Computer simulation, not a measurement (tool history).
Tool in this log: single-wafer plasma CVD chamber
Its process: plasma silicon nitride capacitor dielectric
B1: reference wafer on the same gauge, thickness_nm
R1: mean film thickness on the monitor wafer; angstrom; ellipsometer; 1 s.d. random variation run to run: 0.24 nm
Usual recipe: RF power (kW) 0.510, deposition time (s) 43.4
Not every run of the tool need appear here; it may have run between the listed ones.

{"run": 1, "hour": 0.0, "RF power (kW)": 0.51, "deposition time (s)": 41.4, "B1": 67.785, "R1": 595.93}
{"run": 2, "hour": 73.1, "RF power (kW)": 0.51, "deposition time (s)": 43.4, "B1": 67.915, "R1": 621.07}
{"run": 3, "hour": 157.7, "RF power (kW)": 0.51, "deposition time (s)": 43.4, "B1": 67.785, "R1": 625.08}
{"run": 4, "hour": 262.2, "RF power (kW)": 0.51, "deposition time (s)": 43.4, "B1": 67.85, "R1": 617.82}
{"run": 5, "hour": 353.5, "RF power (kW)": 0.51, "deposition time (s)": 43.4, "B1": 67.9, "R1": 621.25}
{"run": 6, "hour": 408.9, "RF power (kW)": 0.51, "deposition time (s)": 43.4, "B1": 67.702, "R1": 620.71}
{"run": 7, "hour": 513.8, "RF power (kW)": 0.51, "deposition time (s)": 43.4, "B1": 67.743, "R1": 617.1}
{"run": 8, "hour": 565.0, "RF power (kW)": 0.51, "deposition time (s)": 43.4, "B1": 67.76, "R1": 616.03}
{"run": 9, "hour": 878.1, "RF power (kW)": 0.51, "deposition time (s)": 43.4, "B1": 67.745, "R1": 619.02}
{"run": 10, "hour": 950.5, "RF power (kW)": 0.56, "deposition time (s)": 43.4, "B1": 67.858, "R1": 635.44}
{"run": 11, "hour": 1015.6, "RF power (kW)": 0.485, "deposition time (s)": 43.4, "B1": 67.8, "R1": 609.87}
{"hour": 1058.5, "done": "RF generator calibrated"}
{"run": 12, "hour": 1059.0, "RF power (kW)": 0.51, "deposition time (s)": 43.4, "B1": 67.854, "R1": 634.09}
{"run": 13, "hour": 1113.2, "RF power (kW)": 0.51, "deposition time (s)": 43.4, "B1": 67.74, "R1": 625.78}
{"run": 14, "hour": 1151.6, "RF power (kW)": 0.555, "deposition time (s)": 47.4, "B1": 67.825, "R1": 702.1}
{"run": 15, "hour": 1222.4, "RF power (kW)": 0.555, "deposition time (s)": 47.4, "B1": 67.864, "R1": 698.91}
{"run": 16, "hour": 1328.5, "RF power (kW)": 0.51, "deposition time (s)": 43.4, "B1": 67.851, "R1": 629.81}
{"run": 17, "hour": 1419.3, "RF power (kW)": 0.51, "deposition time (s)": 40.9, "B1": 67.771, "R1": 591.17}
{"hour": 1645.2, "done": "gauge calibrated"}
{"run": 18, "hour": 1656.4, "RF power (kW)": 0.51, "deposition time (s)": 43.4, "B1": 67.828, "R1": 617.8}
{"run": 19, "hour": 1723.9, "RF power (kW)": 0.51, "deposition time (s)": 43.4, "B1": 67.766, "R1": 621.16}
{"run": 20, "hour": 1946.2, "RF power (kW)": 0.57, "deposition time (s)": 38.6, "B1": 67.766, "R1": 567.43}
{"run": 21, "hour": 2050.5, "RF power (kW)": 0.575, "deposition time (s)": 40.5, "B1": 67.78, "R1": 596.78}
{"run": 22, "hour": 2111.2, "RF power (kW)": 0.51, "deposition time (s)": 43.4, "B1": 67.743, "R1": 625.66}
{"run": 23, "hour": 2190.8, "RF power (kW)": 0.46, "deposition time (s)": 43.4, "B1": 67.809, "R1": 606.97}
{"run": 24, "hour": 2253.8, "RF power (kW)": 0.485, "deposition time (s)": 38.7, "B1": 67.822, "R1": 547.26}
{"run": 25, "hour": 2352.3, "RF power (kW)": 0.535, "deposition time (s)": 50.7, "B1": 67.791, "R1": 734.76}
{"hour": 2368.8, "done": "showerhead replaced"}
{"run": 26, "hour": 2421.5, "RF power (kW)": 0.51, "deposition time (s)": 50.2, "B1": 67.749, "R1": 716.58}
{"hour": 2468.6, "done": "RF generator calibrated"}
{"run": 27, "hour": 2498.8, "RF power (kW)": 0.61, "deposition time (s)": 50.1, "B1": 67.812, "R1": 758.66}
{"run": 28, "hour": 2597.3, "RF power (kW)": 0.51, "deposition time (s)": 46.5, "B1": 67.755, "R1": 672.19}
{"run": 29, "hour": 2662.9, "RF power (kW)": 0.51, "deposition time (s)": 43.4, "B1": 67.801, "R1": 625.87}
{"run": 30, "hour": 2718.1, "RF power (kW)": 0.475, "deposition time (s)": 35.7, "B1": 67.812, "R1": 506.38}
{"run": 31, "hour": 2847.5, "RF power (kW)": 0.61, "deposition time (s)": 50.1, "B1": 67.741, "R1": 745.88}
{"run": 32, "hour": 2910.8, "RF power (kW)": 0.58, "deposition time (s)": 43.4, "B1": 67.802, "R1": 643.19}
{"run": 33, "hour": 3011.7, "RF power (kW)": 0.51, "deposition time (s)": 43.4, "B1": 67.833, "R1": 621.46}
{"run": 34, "hour": 3109.5, "RF power (kW)": 0.57, "deposition time (s)": 48.6, "B1": 67.84, "R1": 714.13}
{"run": 35, "hour": 3188.4, "RF power (kW)": 0.51, "deposition time (s)": 43.4, "B1": 67.848, "R1": 621.71}

Alternative continuations, all from the tool just after run 35; predict every row:
{"run": "A", "hour": 3188.8, "RF power (kW)": 0.45, "deposition time (s)": 43.4, "B1": "?", "R1": "?"}
{"run": "B", "hour": 3188.8, "RF power (kW)": 0.465, "deposition time (s)": 48.1, "B1": "?", "R1": "?"}
{"run": "C", "hour": 3188.8, "RF power (kW)": 0.445, "deposition time (s)": 49.1, "B1": "?", "R1": "?"}

run=A B1=67.810 R1=602.32
run=B B1=67.810 R1=672.49
run=C B1=67.810 R1=679.73
With the hidden condition removed and each run's random variation left untouched, the same runs would have given:
run=A R1=613.58
run=B R1=685.06
run=C R1=692.44
